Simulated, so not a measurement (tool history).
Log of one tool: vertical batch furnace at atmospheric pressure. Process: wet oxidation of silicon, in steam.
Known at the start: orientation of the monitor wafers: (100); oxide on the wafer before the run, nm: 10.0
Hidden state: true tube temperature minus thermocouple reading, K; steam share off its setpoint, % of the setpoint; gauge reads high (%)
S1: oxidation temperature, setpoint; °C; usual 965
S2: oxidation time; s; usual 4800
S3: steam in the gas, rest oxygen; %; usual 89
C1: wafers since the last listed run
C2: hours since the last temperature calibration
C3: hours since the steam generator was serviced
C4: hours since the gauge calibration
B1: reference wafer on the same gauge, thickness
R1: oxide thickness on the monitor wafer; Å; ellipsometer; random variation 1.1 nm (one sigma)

Run 1, day 0.000: usual settings; C1 0; C2 2976.7; C3 2561.0; C4 391.2; B1 427.20. Result: R1 3791.5 Å.
Run 2, day 2.025: usual settings; C1 714; C2 3025.3; C3 2609.6; C4 439.8; B1 426.77. Result: R1 3793.3 Å.
Run 3, day 4.321: usual settings; C1 809; C2 3080.4; C3 2664.7; C4 494.9; B1 426.61. Result: R1 3797.9 Å.
Run 4, day 7.050: usual settings but S2 5430 s, S3 92 %; C1 962; C2 3145.9; C3 2730.2; C4 560.4; B1 427.37. Result: R1 4251.1 Å.
Run 5, day 8.821: usual settings but S2 5430 s, S3 92 %; C1 624; C2 3188.4; C3 2772.7; C4 602.9; B1 427.26. Result: R1 4261.4 Å.
Run 6, day 10.642: usual settings but S2 5430 s, S3 92 %; C1 642; C2 3232.1; C3 2816.4; C4 646.6; B1 427.25. Result: R1 4240.8 Å.
Run 7, day 13.562: usual settings but S3 81 %; C1 1029; C2 3302.2; C3 2886.5; C4 716.7; B1 426.90. Result: R1 3566.0 Å.
Run 8, day 15.804: usual settings but S2 3840 s; C1 790; C2 3356.0; C3 2940.3; C4 770.5; B1 427.14. Result: R1 3247.6 Å.
At day 16.129: gauge calibrated.
Run 9, day 18.133: usual settings but S1 943 °C, S2 6930 s, S3 92 %; C1 821; C2 3411.9; C3 2996.2; C4 48.1; B1 427.10. Result: R1 4226.4 Å.
At day 20.258: steam generator serviced.
Run 10, day 20.279: usual settings but S1 941 °C, S3 93 %; C1 404; C2 3463.4; C3 0.5; C4 99.6; B1 426.79. Result: R1 3205.2 Å.
At day 24.154: thermocouples replaced and temperature profile calibrated.
Run 11, day 24.175: usual settings but S1 984 °C, S2 6090 s, S3 81 %; C1 1021; C2 0.5; C3 94.0; C4 193.1; B1 426.82. Result: R1 4678.2 Å.
Run 12, day 26.375: usual settings but S2 5460 s; C1 775; C2 53.3; C3 146.8; C4 245.9; B1 426.71. Result: R1 4002.5 Å.
Run 13, day 28.979: usual settings but S1 973 °C, S2 3780 s, S3 83 %; C1 918; C2 115.8; C3 209.3; C4 308.4; B1 427.35. Result: R1 3120.1 Å.
Run 14, day 30.162: usual settings but S1 984 °C, S2 6090 s, S3 81 %; C1 417; C2 144.2; C3 237.7; C4 336.8; B1 427.25. Result: R1 4658.7 Å.
Run 15, day 32.262: usual settings but S2 2400 s, S3 80 %; C1 740; C2 194.6; C3 288.1; C4 387.2; B1 426.58. Result: R1 1998.6 Å.

The same runs without the tool's hidden state, with the same run-to-run variation:
run      R1
  1  3641.2
  2  3640.7
  3  3642.5
  4  4080.1
  5  4087.9
  6  4065.9
  7  3407.2
  8  3096.4
  9  4033.0
 10  3044.4
 11  4669.2
 12  3991.1
 13  3108.1
 14  4642.2
 15  1987.3
